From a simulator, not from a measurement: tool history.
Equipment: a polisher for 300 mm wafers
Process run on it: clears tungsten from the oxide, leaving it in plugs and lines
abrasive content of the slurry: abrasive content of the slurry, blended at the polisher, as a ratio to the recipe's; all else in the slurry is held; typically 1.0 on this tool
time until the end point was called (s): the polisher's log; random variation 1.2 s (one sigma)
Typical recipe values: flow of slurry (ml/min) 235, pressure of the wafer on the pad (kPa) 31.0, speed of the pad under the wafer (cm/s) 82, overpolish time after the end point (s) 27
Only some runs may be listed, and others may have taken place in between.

run	hour	flow of slurry (ml/min)	pressure of the wafer on the pad (kPa)	speed of the pad under the wafer (cm/s)	abrasive content of the slurry	overpolish time after the end point (s)	wafers since the last listed run	wafers polished on this pad	hours since the slurry nozzle was cleaned	hours since the head pressure was calibrated	hours since the slurry blender was calibrated	hours since the slurry got fresh peroxide	incoming thickness of the incoming film, nm	time until the end point was called (s)
1	0.0	260	35.9	82	1.0	27	0	775	322.3	740.4	95.2	198.1	442.4	61.0
2	57.1	260	35.9	82	1.0	27	450	1225	379.4	797.5	152.3	255.2	441.9	60.0
3	111.5	235	31.0	82	1.0	27	429	1654	433.8	851.9	206.7	309.6	444.0	69.4
# hour 120.5: slurry tank refilled with fresh slurry and peroxide
4	152.8	235	31.0	82	1.0	27	317	1972	475.1	893.2	248.0	32.3	445.8	68.5
5	189.1	235	24.8	82	1.0	27	286	2258	511.4	929.5	284.3	68.6	439.7	83.8
# hour 207.2: slurry blender recalibrated
# hour 227.9: slurry nozzle cleaned
# hour 237.3: worn pad replaced by a new one
6	259.0	235	24.8	82	1.0	27	496	171	31.1	999.4	51.8	138.5	444.0	86.1
7	296.8	235	31.0	82	1.0	27	298	469	68.9	1037.2	89.6	176.3	441.3	69.1
8	368.0	235	31.0	82	1.0	27	561	1030	140.1	1108.4	160.8	247.5	450.5	68.4
9	433.5	235	31.0	82	1.0	27	516	1547	205.6	1173.9	226.3	313.0	446.0	69.0
# hour 453.4: head pressure recalibrated
# hour 459.5: slurry tank refilled with fresh slurry and peroxide
10	468.7	235	31.0	82	1.0	27	254	1801	240.8	15.3	261.5	9.2	448.9	76.8
# hour 520.0: worn pad replaced by a new one
# hour 541.8: slurry blender recalibrated
11	542.3	235	31.0	82	1.0	27	533	160	314.4	88.9	0.5	82.8	447.2	75.1
12	574.4	280	24.1	82	1.0	13	253	413	346.5	121.0	32.6	114.9	452.4	88.5
13	624.1	235	31.0	98	1.0	27	392	805	396.2	170.7	82.3	164.6	447.3	66.1
14	679.6	235	34.5	82	1.0	27	437	1243	451.7	226.2	137.8	220.1	444.4	66.8
15	712.4	235	24.8	110	1.0	27	258	1501	484.5	259.0	170.6	252.9	454.1	74.1
# hour 762.7: slurry nozzle cleaned
16	766.0	235	26.2	82	1.0	27	414	1916	3.3	312.6	224.2	306.5	441.5	82.2
# hour 789.9: slurry tank refilled with fresh slurry and peroxide
17	792.5	235	34.5	74	0.8	21	201	2117	29.8	339.1	250.7	2.6	445.1	72.2
18	833.3	235	31.0	82	1.0	27	321	2439	70.6	379.9	291.5	43.4	447.8	71.8

The next listed run, before its measurement:
# hour 837.4: worn pad replaced by a new one
19	866.6	235	31.0	82	1.0	27	231	229	103.9	413.2	324.8	76.7	448.2	?

{"run 19": {"time until the end point was called (s)": 73.0}}
Were there no unlogged condition in the tool, this run, its random variation unchanged, would have produced time until the end point was called (s) 77.9.
